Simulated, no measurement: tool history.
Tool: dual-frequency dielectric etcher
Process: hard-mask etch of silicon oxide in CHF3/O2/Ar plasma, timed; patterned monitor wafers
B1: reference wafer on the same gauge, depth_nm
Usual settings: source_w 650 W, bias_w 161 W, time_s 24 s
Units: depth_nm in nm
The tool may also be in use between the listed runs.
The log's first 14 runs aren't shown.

run 15 hour=1152 | source_w=530 bias_w=136 time_s=17.5 | B1=43.56 | depth_nm=34.22
run 16 hour=1226.1 | source_w=580 bias_w=195 time_s=17.5 | B1=43.45 | depth_nm=37.94
run 17 hour=1325.9 | source_w=580 bias_w=130 time_s=18.5 | B1=43.49 | depth_nm=36.54
-- hour=1352.3 upper electrode replaced
run 18 hour=1378.4 | source_w=650 bias_w=161 time_s=24 | B1=43.46 | depth_nm=50.68
-- hour=1398 bias power generator calibrated
run 19 hour=1446.6 | source_w=760 bias_w=161 time_s=27 | B1=43.48 | depth_nm=59.47
-- hour=1524.3 source power generator calibrated
run 20 hour=1542.6 | source_w=650 bias_w=161 time_s=26 | B1=43.5 | depth_nm=54.63
run 21 hour=1579.3 | source_w=580 bias_w=141 time_s=22 | B1=43.52 | depth_nm=43.68
-- hour=1618.3 wet clean of the chamber
run 22 hour=1683.8 | source_w=650 bias_w=191 time_s=24 | B1=43.45 | depth_nm=52.43
run 23 hour=1773.6 | source_w=760 bias_w=161 time_s=19.5 | B1=43.5 | depth_nm=42.35
run 24 hour=1881.5 | source_w=710 bias_w=161 time_s=21 | B1=43.43 | depth_nm=44.84
run 25 hour=1961.6 | source_w=650 bias_w=177 time_s=24 | B1=43.48 | depth_nm=51.5
run 26 hour=2037.4 | source_w=650 bias_w=161 time_s=24 | B1=43.52 | depth_nm=50.46
run 27 hour=2103.2 | source_w=650 bias_w=161 time_s=29 | B1=43.49 | depth_nm=60.87
-- hour=2173.1 wet clean of the chamber
run 28 hour=2173.6 | source_w=690 bias_w=191 time_s=28.5 | B1=43.47 | depth_nm=63.19
run 29 hour=2224.5 | source_w=610 bias_w=187 time_s=28.5 | B1=43.51 | depth_nm=60.92
run 30 hour=2288.8 | source_w=650 bias_w=161 time_s=24 | B1=43.53 | depth_nm=50.43

Forecast each of these 3 alternatives for the next run:
run A hour=2289.2 | source_w=650 bias_w=161 time_s=24 | B1=? | depth_nm=?
run B hour=2289.2 | source_w=510 bias_w=179 time_s=20 | B1=? | depth_nm=?
run C hour=2289.2 | source_w=740 bias_w=192 time_s=27.5 | B1=? | depth_nm=?

run=A B1=43.48 depth_nm=50.38
run=B B1=43.48 depth_nm=40.95
run=C B1=43.48 depth_nm=61.95
Without the tool's hidden state the same runs would have given:
run=A depth_nm=50.37
run=B depth_nm=40.95
run=C depth_nm=61.94
